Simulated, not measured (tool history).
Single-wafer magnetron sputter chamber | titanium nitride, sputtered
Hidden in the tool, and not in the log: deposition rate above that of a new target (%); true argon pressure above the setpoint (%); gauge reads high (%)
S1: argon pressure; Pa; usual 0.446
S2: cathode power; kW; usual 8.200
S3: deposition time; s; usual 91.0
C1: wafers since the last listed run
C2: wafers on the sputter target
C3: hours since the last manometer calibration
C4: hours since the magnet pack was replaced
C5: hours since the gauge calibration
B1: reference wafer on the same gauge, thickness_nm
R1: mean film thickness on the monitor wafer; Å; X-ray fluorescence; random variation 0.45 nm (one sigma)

Run 1, hour 0.0: usual settings but S1 0.387 Pa; C1 0; C2 9092; C3 905.9; C4 5676.6; C5 2025.7; B1 172.028. Result: R1 1439.77 Å.
Run 2, hour 85.3: usual settings; C1 1174; C2 10267; C3 991.2; C4 5761.9; C5 2111.0; B1 172.170. Result: R1 1404.98 Å.
At hour 165.4: sputter target and shields replaced.
Run 3, hour 187.1: usual settings; C1 1291; C2 299; C3 1093.0; C4 5863.7; C5 2212.8; B1 172.086. Result: R1 1396.30 Å.
At hour 273.7: capacitance manometer re-zeroed and calibrated.
Run 4, hour 278.4: usual settings; C1 1147; C2 1446; C3 4.7; C4 5955.0; C5 2304.1; B1 172.195. Result: R1 1435.72 Å.
Run 5, hour 363.6: usual settings but S2 9.000 kW; C1 1173; C2 2619; C3 89.9; C4 6040.2; C5 2389.3; B1 171.941. Result: R1 1539.59 Å.
Run 6, hour 480.3: usual settings but S2 9.000 kW; C1 1607; C2 4226; C3 206.6; C4 6156.9; C5 2506.0; B1 172.132. Result: R1 1542.39 Å.
Run 7, hour 574.2: usual settings but S2 9.000 kW; C1 1293; C2 5519; C3 300.5; C4 6250.8; C5 2599.9; B1 171.985. Result: R1 1540.53 Å.
Run 8, hour 676.2: usual settings but S1 0.323 Pa; C1 1404; C2 6924; C3 402.5; C4 6352.8; C5 2701.9; B1 171.971. Result: R1 1474.38 Å.
Run 9, hour 740.3: usual settings but S1 0.323 Pa; C1 882; C2 7807; C3 466.6; C4 6416.9; C5 2766.0; B1 172.039. Result: R1 1480.45 Å.
At hour 760.1: magnet pack replaced.
Run 10, hour 787.2: usual settings; C1 535; C2 8342; C3 513.5; C4 27.1; C5 2812.9; B1 172.087. Result: R1 1418.82 Å.
At hour 835.0: sputter target and shields replaced.
At hour 1007.6: gauge calibrated.
Run 11, hour 1017.9: usual settings but S3 102.7 s; C1 3066; C2 2518; C3 744.2; C4 257.8; C5 10.3; B1 172.046. Result: R1 1591.56 Å.
Run 12, hour 1057.4: usual settings but S1 0.274 Pa, S3 104.2 s; C1 543; C2 3062; C3 783.7; C4 297.3; C5 49.8; B1 171.912. Result: R1 1725.45 Å.
Run 13, hour 1125.0: usual settings but S1 0.613 Pa, S2 6.350 kW; C1 930; C2 3993; C3 851.3; C4 364.9; C5 117.4; B1 171.926. Result: R1 1068.35 Å.
Run 14, hour 1195.8: usual settings; C1 974; C2 4968; C3 922.1; C4 435.7; C5 188.2; B1 172.284. Result: R1 1413.94 Å.
Run 15, hour 1277.6: usual settings but S1 0.493 Pa, S3 74.1 s; C1 1126; C2 6095; C3 1003.9; C4 517.5; C5 270.0; B1 172.092. Result: R1 1125.43 Å.
Run 16, hour 1384.1: usual settings but S1 0.582 Pa, S2 8.800 kW, S3 76.1 s; C1 1466; C2 7561; C3 1110.4; C4 624.0; C5 376.5; B1 171.968. Result: R1 1193.64 Å.
At hour 1396.5: capacitance manometer re-zeroed and calibrated.
Run 17, hour 1464.4: usual settings but S2 6.600 kW, S3 79.4 s; C1 995; C2 8557; C3 67.9; C4 704.3; C5 456.8; B1 171.991. Result: R1 1032.62 Å.
Run 18, hour 1535.8: usual settings but S2 6.250 kW, S3 104.0 s; C1 983; C2 9540; C3 139.3; C4 775.7; C5 528.2; B1 172.253. Result: R1 1284.60 Å.
At hour 1588.0: sputter target and shields replaced.
Run 19, hour 1634.5: usual settings; C1 1249; C2 640; C3 238.0; C4 874.4; C5 626.9; B1 172.075. Result: R1 1415.26 Å.
Run 20, hour 1683.0: usual settings; C1 667; C2 1308; C3 286.5; C4 922.9; C5 675.4; B1 171.992. Result: R1 1418.04 Å.
Run 21, hour 1749.2: usual settings but S1 0.279 Pa; C1 911; C2 2219; C3 352.7; C4 989.1; C5 741.6; B1 172.156. Result: R1 1503.83 Å.
Run 22, hour 1795.3: usual settings but S1 0.617 Pa; C1 634; C2 2854; C3 398.8; C4 1035.2; C5 787.7; B1 171.931. Result: R1 1336.45 Å.
Run 23, hour 1850.0: usual settings but S2 7.300 kW, S3 76.1 s; C1 753; C2 3607; C3 453.5; C4 1089.9; C5 842.4; B1 171.989. Result: R1 1068.71 Å.
Run 24, hour 1935.1: usual settings but S3 101.6 s; C1 1171; C2 4779; C3 538.6; C4 1175.0; C5 927.5; B1 172.171. Result: R1 1581.61 Å.
Run 25, hour 2007.0: usual settings but S1 0.360 Pa, S3 96.6 s; C1 990; C2 5770; C3 610.5; C4 1246.9; C5 999.4; B1 171.792. Result: R1 1542.15 Å.
Run 26, hour 2072.2: usual settings but S1 0.562 Pa, S2 8.900 kW, S3 107.2 s; C1 897; C2 6667; C3 675.7; C4 1312.1; C5 1064.6; B1 171.897. Result: R1 1719.39 Å.
Run 27, hour 2171.4: usual settings but S1 0.568 Pa; C1 1366; C2 8034; C3 774.9; C4 1411.3; C5 1163.8; B1 171.979. Result: R1 1353.07 Å.
Run 28, hour 2276.8: usual settings but S1 0.503 Pa, S2 7.150 kW, S3 79.2 s; C1 1451; C2 9485; C3 880.3; C4 1516.7; C5 1269.2; B1 171.840. Result: R1 1060.59 Å.
Run 29, hour 2342.8: usual settings but S1 0.390 Pa, S3 79.9 s; C1 908; C2 10394; C3 946.3; C4 1582.7; C5 1335.2; B1 171.870. Result: R1 1260.70 Å.
At hour 2412.5: sputter target and shields replaced.
Run 30, hour 2423.6: usual settings; C1 1002; C2 153; C3 1027.1; C4 1663.5; C5 1416.0; B1 172.006. Result: R1 1409.55 Å.
At hour 2503.1: capacitance manometer re-zeroed and calibrated.
Run 31, hour 2567.7: usual settings but S1 0.522 Pa; C1 1874; C2 2027; C3 64.6; C4 1807.6; C5 1560.1; B1 172.037. Result: R1 1389.07 Å.
Run 32, hour 2604.1: usual settings but S1 0.525 Pa, S2 9.250 kW; C1 501; C2 2529; C3 101.0; C4 1844.0; C5 1596.5; B1 172.087. Result: R1 1536.83 Å.
Run 33, hour 2658.8: usual settings but S1 0.537 Pa, S2 9.150 kW, S3 102.3 s; C1 753; C2 3282; C3 155.7; C4 1898.7; C5 1651.2; B1 171.925. Result: R1 1702.64 Å.
Run 34, hour 2739.5: usual settings but S1 0.527 Pa; C1 1111; C2 4393; C3 236.4; C4 1979.4; C5 1731.9; B1 172.209. Result: R1 1382.47 Å.
Run 35, hour 2807.9: usual settings but S1 0.573 Pa, S2 8.900 kW, S3 105.6 s; C1 941; C2 5335; C3 304.8; C4 2047.8; C5 1800.3; B1 172.251. Result: R1 1688.61 Å.

Forecast each of these 3 alternatives for the next run:
Run A, hour 2808.3: usual settings but S3 84.3 s; C1 5; C2 5341; C3 305.2; C4 2048.2; C5 1800.7; B1 ?. Result: R1 ?.
Run B, hour 2808.3: usual settings but S1 0.306 Pa, S3 99.7 s; C1 5; C2 5341; C3 305.2; C4 2048.2; C5 1800.7; B1 ?. Result: R1 ?.
Run C, hour 2808.3: usual settings but S1 0.498 Pa, S2 10.200 kW, S3 82.8 s; C1 5; C2 5341; C3 305.2; C4 2048.2; C5 1800.7; B1 ?. Result: R1 ?.

run       B1       R1
  A  171.852  1305.99
  B  171.852  1622.63
  C  171.852  1531.20
Without the tool's hidden state the same runs would have given:
run       R1
  A  1321.58
  B  1636.80
  C  1551.26

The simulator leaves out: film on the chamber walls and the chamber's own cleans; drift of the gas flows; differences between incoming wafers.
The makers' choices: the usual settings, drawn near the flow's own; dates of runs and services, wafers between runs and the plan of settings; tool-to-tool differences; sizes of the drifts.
